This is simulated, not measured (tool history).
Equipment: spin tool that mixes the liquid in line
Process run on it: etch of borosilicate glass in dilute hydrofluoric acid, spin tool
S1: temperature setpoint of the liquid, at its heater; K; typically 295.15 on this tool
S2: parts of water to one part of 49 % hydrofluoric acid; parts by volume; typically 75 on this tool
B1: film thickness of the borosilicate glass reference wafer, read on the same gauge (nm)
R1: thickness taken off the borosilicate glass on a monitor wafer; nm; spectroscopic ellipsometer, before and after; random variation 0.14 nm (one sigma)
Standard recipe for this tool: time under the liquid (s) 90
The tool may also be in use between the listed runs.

Run 1, hour 0: usual settings but S1 297.15 K, S2 85 parts by volume; B1 130.03. Result: R1 42.61 nm.
Run 2, hour 66.4: usual settings but S1 297.15 K, S2 85 parts by volume; B1 130.01. Result: R1 42.81 nm.
At hour 130: hydrofluoric acid flow meter replaced.
Run 3, hour 169.3: usual settings but S1 296.15 K; B1 130.04. Result: R1 47.06 nm.
Run 4, hour 254.1: usual settings but S1 296.15 K; B1 130.01. Result: R1 47.16 nm.
Run 5, hour 352.1: usual settings but S2 100 parts by volume; B1 130. Result: R1 32.86 nm.
Run 6, hour 455.4: usual settings; B1 130.03. Result: R1 45.11 nm.
Run 7, hour 499.5: usual settings; B1 129.99. Result: R1 45.45 nm.
Run 8, hour 586.1: usual settings; B1 130.02. Result: R1 45.51 nm.
Run 9, hour 630: usual settings; B1 130. Result: R1 45.53 nm.
Run 10, hour 723.7: usual settings but S2 50 parts by volume; B1 130.01. Result: R1 70.22 nm.
Run 11, hour 765.9: usual settings but S1 291.65 K, S2 50 parts by volume; B1 130. Result: R1 60.72 nm.
Run 12, hour 812.9: usual settings but S1 291.65 K, S2 50 parts by volume; B1 130.04. Result: R1 60.82 nm.
Run 13, hour 871.9: usual settings; B1 129.97. Result: R1 45.49 nm.
Run 14, hour 953.1: usual settings; B1 130.03. Result: R1 45.88 nm.
At hour 970.2: gauge calibrated.
Run 15, hour 1007.3: usual settings; B1 129.99. Result: R1 45.53 nm.
At hour 1151.7: hydrofluoric acid flow meter replaced.
Run 16, hour 1202: usual settings but S1 297.15 K, S2 85 parts by volume; B1 130. Result: R1 43.14 nm.
Run 17, hour 1268.3: usual settings but S2 105 parts by volume, time under the liquid (s) 135; B1 130. Result: R1 47.48 nm.
Run 18, hour 1364: usual settings but S1 292.65 K, S2 50 parts by volume, time under the liquid (s) 65; B1 130.02. Result: R1 46.36 nm.
At hour 1380.2: thermometer replaced.
Run 19, hour 1423.5: usual settings but S1 290.15 K; B1 130.01. Result: R1 36.03 nm.
Run 20, hour 1494.3: usual settings but S1 298.15 K, S2 45 parts by volume; B1 130.01. Result: R1 87.87 nm.
Run 21, hour 1559.9: usual settings but S1 299.65 K, S2 65 parts by volume, time under the liquid (s) 110; B1 130. Result: R1 76.54 nm.

Run 22 is up next; what results do you expect?
Run 22, hour 1654.8: usual settings but S1 298.65 K, S2 115 parts by volume, time under the liquid (s) 75; B1 ?. Result: R1 ?.

{"run 22": {"B1": 129.99, "R1": 26.57}}
Had the tool carried no hidden state, the very same run would have given R1 26.44 nm.

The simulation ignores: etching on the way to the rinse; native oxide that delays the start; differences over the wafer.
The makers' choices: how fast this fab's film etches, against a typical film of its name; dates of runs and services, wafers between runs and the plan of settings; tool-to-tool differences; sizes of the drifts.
